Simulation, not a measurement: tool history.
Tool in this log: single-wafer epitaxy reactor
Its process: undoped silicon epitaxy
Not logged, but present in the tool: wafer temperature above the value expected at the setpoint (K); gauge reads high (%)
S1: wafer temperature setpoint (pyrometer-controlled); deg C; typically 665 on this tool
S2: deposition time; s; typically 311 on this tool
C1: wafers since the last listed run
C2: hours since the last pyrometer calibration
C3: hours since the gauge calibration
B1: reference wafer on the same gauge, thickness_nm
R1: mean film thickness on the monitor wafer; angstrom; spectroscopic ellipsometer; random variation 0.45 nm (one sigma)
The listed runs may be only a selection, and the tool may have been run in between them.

Run 1, hour 0.0: usual settings but S1 657 deg C; C1 0; C2 2103.7; C3 782.2; B1 79.444. Result: R1 763.27 angstrom.
Run 2, hour 16.0: usual settings but S1 657 deg C; C1 93; C2 2119.7; C3 798.2; B1 79.465. Result: R1 759.10 angstrom.
Run 3, hour 35.9: usual settings; C1 115; C2 2139.6; C3 818.1; B1 79.637. Result: R1 888.44 angstrom.
Run 4, hour 59.2: usual settings but S2 288 s; C1 135; C2 2162.9; C3 841.4; B1 79.471. Result: R1 820.32 angstrom.
Run 5, hour 89.2: usual settings but S1 670 deg C; C1 174; C2 2192.9; C3 871.4; B1 79.479. Result: R1 984.23 angstrom.
Run 6, hour 120.0: usual settings but S1 670 deg C; C1 179; C2 2223.7; C3 902.2; B1 79.531. Result: R1 965.41 angstrom.
Run 7, hour 146.3: usual settings but S1 670 deg C; C1 152; C2 2250.0; C3 928.5; B1 79.591. Result: R1 974.16 angstrom.
Run 8, hour 182.3: usual settings but S1 661 deg C; C1 209; C2 2286.0; C3 964.5; B1 79.513. Result: R1 823.67 angstrom.
Run 9, hour 195.8: usual settings but S1 661 deg C; C1 78; C2 2299.5; C3 978.0; B1 79.702. Result: R1 826.80 angstrom.
Run 10, hour 211.7: usual settings; C1 92; C2 2315.4; C3 993.9; B1 79.497. Result: R1 889.51 angstrom.
Run 11, hour 223.8: usual settings; C1 70; C2 2327.5; C3 1006.0; B1 79.623. Result: R1 889.09 angstrom.
Run 12, hour 239.8: usual settings; C1 93; C2 2343.5; C3 1022.0; B1 79.646. Result: R1 889.82 angstrom.
Run 13, hour 289.3: usual settings but S2 286 s; C1 287; C2 2393.0; C3 1071.5; B1 79.627. Result: R1 820.54 angstrom.
Run 14, hour 345.8: usual settings but S2 286 s; C1 328; C2 2449.5; C3 1128.0; B1 79.394. Result: R1 818.25 angstrom.
Run 15, hour 368.5: usual settings; C1 132; C2 2472.2; C3 1150.7; B1 79.612. Result: R1 884.47 angstrom.
Run 16, hour 401.8: usual settings; C1 193; C2 2505.5; C3 1184.0; B1 79.410. Result: R1 884.24 angstrom.
Run 17, hour 426.7: usual settings but S1 676 deg C; C1 144; C2 2530.4; C3 1208.9; B1 79.542. Result: R1 1083.32 angstrom.
Run 18, hour 454.0: usual settings but S1 676 deg C; C1 158; C2 2557.7; C3 1236.2; B1 79.405. Result: R1 1085.51 angstrom.
Run 19, hour 469.7: usual settings but S1 676 deg C; C1 91; C2 2573.4; C3 1251.9; B1 79.460. Result: R1 1091.99 angstrom.
Run 20, hour 498.6: usual settings; C1 168; C2 2602.3; C3 1280.8; B1 79.752. Result: R1 890.75 angstrom.
At hour 511.0: pyrometer calibrated.
Run 21, hour 524.1: usual settings; C1 101; C2 13.1; C3 1306.3; B1 79.606. Result: R1 770.44 angstrom.
At hour 527.3: gauge calibrated.
Run 22, hour 539.1: usual settings; C1 87; C2 28.1; C3 11.8; B1 79.588. Result: R1 778.43 angstrom.
Run 23, hour 557.2: usual settings; C1 105; C2 46.2; C3 29.9; B1 79.480. Result: R1 784.94 angstrom.
Run 24, hour 648.5: usual settings; C1 530; C2 137.5; C3 121.2; B1 79.343. Result: R1 792.76 angstrom.
Run 25, hour 744.5: usual settings; C1 558; C2 233.5; C3 217.2; B1 79.380. Result: R1 805.56 angstrom.
Run 26, hour 762.2: usual settings but S2 351 s; C1 102; C2 251.2; C3 234.9; B1 79.483. Result: R1 909.46 angstrom.
Run 27, hour 774.5: usual settings; C1 71; C2 263.5; C3 247.2; B1 79.489. Result: R1 806.87 angstrom.
Run 28, hour 802.4: usual settings; C1 162; C2 291.4; C3 275.1; B1 79.425. Result: R1 807.85 angstrom.
Run 29, hour 837.5: usual settings but S1 652 deg C, S2 333 s; C1 204; C2 326.5; C3 310.2; B1 79.649. Result: R1 681.60 angstrom.
Run 30, hour 857.9: usual settings but S1 676 deg C, S2 372 s; C1 118; C2 346.9; C3 330.6; B1 79.409. Result: R1 1192.30 angstrom.
Run 31, hour 880.3: usual settings; C1 130; C2 369.3; C3 353.0; B1 79.764. Result: R1 805.67 angstrom.
Run 32, hour 903.2: usual settings but S1 652 deg C, S2 339 s; C1 133; C2 392.2; C3 375.9; B1 79.476. Result: R1 696.62 angstrom.
Run 33, hour 920.4: usual settings; C1 100; C2 409.4; C3 393.1; B1 79.577. Result: R1 819.47 angstrom.
Run 34, hour 989.3: usual settings but S1 651 deg C, S2 346 s; C1 400; C2 478.3; C3 462.0; B1 79.625. Result: R1 706.94 angstrom.
Run 35, hour 1023.5: usual settings but S2 261 s; C1 198; C2 512.5; C3 496.2; B1 79.409. Result: R1 686.11 angstrom.
Run 36, hour 1039.9: usual settings but S2 341 s; C1 95; C2 528.9; C3 512.6; B1 79.543. Result: R1 903.44 angstrom.
Run 37, hour 1067.8: usual settings but S1 652 deg C, S2 258 s; C1 162; C2 556.8; C3 540.5; B1 79.520. Result: R1 537.80 angstrom.
Run 38, hour 1080.1: usual settings but S1 658 deg C, S2 282 s; C1 71; C2 569.1; C3 552.8; B1 79.640. Result: R1 651.37 angstrom.
Run 39, hour 1095.9: usual settings; C1 91; C2 584.9; C3 568.6; B1 79.457. Result: R1 816.55 angstrom.
Run 40, hour 1114.7: usual settings but S1 675 deg C, S2 287 s; C1 109; C2 603.7; C3 587.4; B1 79.736. Result: R1 919.15 angstrom.
Run 41, hour 1146.1: usual settings but S1 651 deg C; C1 182; C2 635.1; C3 618.8; B1 79.579. Result: R1 636.39 angstrom.
Run 42, hour 1175.0: usual settings but S1 661 deg C, S2 292 s; C1 168; C2 664.0; C3 647.7; B1 79.427. Result: R1 722.79 angstrom.
Run 43, hour 1202.8: usual settings but S1 674 deg C, S2 351 s; C1 161; C2 691.8; C3 675.5; B1 79.519. Result: R1 1100.56 angstrom.
Run 44, hour 1236.3: usual settings; C1 194; C2 725.3; C3 709.0; B1 79.480. Result: R1 838.20 angstrom.
Run 45, hour 1267.8: usual settings; C1 183; C2 756.8; C3 740.5; B1 79.506. Result: R1 839.01 angstrom.
Run 46, hour 1289.8: usual settings but S1 654 deg C, S2 366 s; C1 127; C2 778.8; C3 762.5; B1 79.612. Result: R1 805.13 angstrom.
Run 47, hour 1316.7: usual settings but S1 651 deg C, S2 274 s; C1 156; C2 805.7; C3 789.4; B1 79.647. Result: R1 559.76 angstrom.

What if the next run were any one of these 3? Each begins from the tool's condition after run 47:
Run A, hour 1317.2: usual settings but S1 660 deg C; C1 2; C2 806.2; C3 789.9; B1 ?. Result: R1 ?.
Run B, hour 1317.2: usual settings but S2 350 s; C1 2; C2 806.2; C3 789.9; B1 ?. Result: R1 ?.
Run C, hour 1317.2: usual settings but S1 675 deg C, S2 286 s; C1 2; C2 806.2; C3 789.9; B1 ?. Result: R1 ?.

run      B1      R1
  A  79.447  758.51
  B  79.447  936.52
  C  79.447  918.73
What these runs would have given with no unlogged condition in the tool:
run      R1
  A  712.03
  B  879.65
  C  863.94
